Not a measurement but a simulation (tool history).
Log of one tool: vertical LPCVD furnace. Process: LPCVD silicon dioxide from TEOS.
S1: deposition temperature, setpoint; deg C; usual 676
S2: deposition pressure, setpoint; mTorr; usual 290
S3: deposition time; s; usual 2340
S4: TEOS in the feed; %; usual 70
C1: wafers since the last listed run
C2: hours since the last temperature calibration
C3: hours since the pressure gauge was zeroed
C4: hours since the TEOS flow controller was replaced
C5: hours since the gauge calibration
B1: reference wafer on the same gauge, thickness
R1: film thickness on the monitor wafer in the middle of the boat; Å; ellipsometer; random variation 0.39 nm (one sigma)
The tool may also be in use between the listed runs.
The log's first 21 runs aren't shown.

-- day=49.983 gauge calibrated
-- day=50.05 TEOS flow controller replaced
run 22 day=53.571 | S1=666 S2=290 S3=2340 S4=70 | C1=3782 C2=900.2 C3=919.7 C4=84.5 C5=86.1 | B1=148 | R1=1266.1
run 23 day=56.346 | S1=679 S2=360 S3=1770 S4=77 | C1=1602 C2=966.8 C3=986.3 C4=151.1 C5=152.7 | B1=147.99 | R1=1543.9
run 24 day=59.246 | S1=676 S2=265 S3=2340 S4=63 | C1=1674 C2=1036.4 C3=1055.9 C4=220.7 C5=222.3 | B1=147.87 | R1=1476.7
run 25 day=61.879 | S1=676 S2=290 S3=2340 S4=70 | C1=1520 C2=1099.6 C3=1119.1 C4=283.9 C5=285.5 | B1=148.06 | R1=1625.5
run 26 day=64.542 | S1=676 S2=290 S3=2340 S4=70 | C1=1537 C2=1163.5 C3=1183 C4=347.8 C5=349.4 | B1=148.13 | R1=1631.8
run 27 day=66.883 | S1=676 S2=290 S3=1920 S4=57 | C1=1352 C2=1219.7 C3=1239.2 C4=404 C5=405.6 | B1=147.81 | R1=1204
run 28 day=69.171 | S1=666 S2=230 S3=2610 S4=76 | C1=1321 C2=1274.6 C3=1294.1 C4=458.9 C5=460.5 | B1=147.88 | R1=1318.7
run 29 day=74.962 | S1=676 S2=330 S3=2010 S4=70 | C1=3344 C2=1413.6 C3=1433.1 C4=597.9 C5=599.5 | B1=147.95 | R1=1493.4
run 30 day=77.188 | S1=676 S2=290 S3=1500 S4=65 | C1=1285 C2=1467 C3=1486.5 C4=651.3 C5=652.9 | B1=148.17 | R1=1006.7
run 31 day=78.475 | S1=676 S2=290 S3=2340 S4=66 | C1=743 C2=1497.9 C3=1517.4 C4=682.2 C5=683.8 | B1=148.02 | R1=1588.5

Forecast each of these 4 alternatives for the next run:
run A day=78.638 | S1=676 S2=290 S3=2670 S4=70 | C1=93 C2=1501.8 C3=1521.3 C4=686.1 C5=687.7 | B1=? | R1=?
run B day=78.638 | S1=676 S2=255 S3=2100 S4=81 | C1=93 C2=1501.8 C3=1521.3 C4=686.1 C5=687.7 | B1=? | R1=?
run C day=78.638 | S1=676 S2=290 S3=2880 S4=81 | C1=93 C2=1501.8 C3=1521.3 C4=686.1 C5=687.7 | B1=? | R1=?
run D day=78.638 | S1=676 S2=290 S3=1860 S4=70 | C1=93 C2=1501.8 C3=1521.3 C4=686.1 C5=687.7 | B1=? | R1=?

run=A B1=147.98 R1=1860.2
run=B B1=147.98 R1=1476.7
run=C B1=147.98 R1=2158.4
run=D B1=147.98 R1=1295.9
Without the tool's hidden state the same runs would have given:
run=A R1=1837.1
run=B R1=1457.5
run=C R1=2131.6
run=D R1=1279.8

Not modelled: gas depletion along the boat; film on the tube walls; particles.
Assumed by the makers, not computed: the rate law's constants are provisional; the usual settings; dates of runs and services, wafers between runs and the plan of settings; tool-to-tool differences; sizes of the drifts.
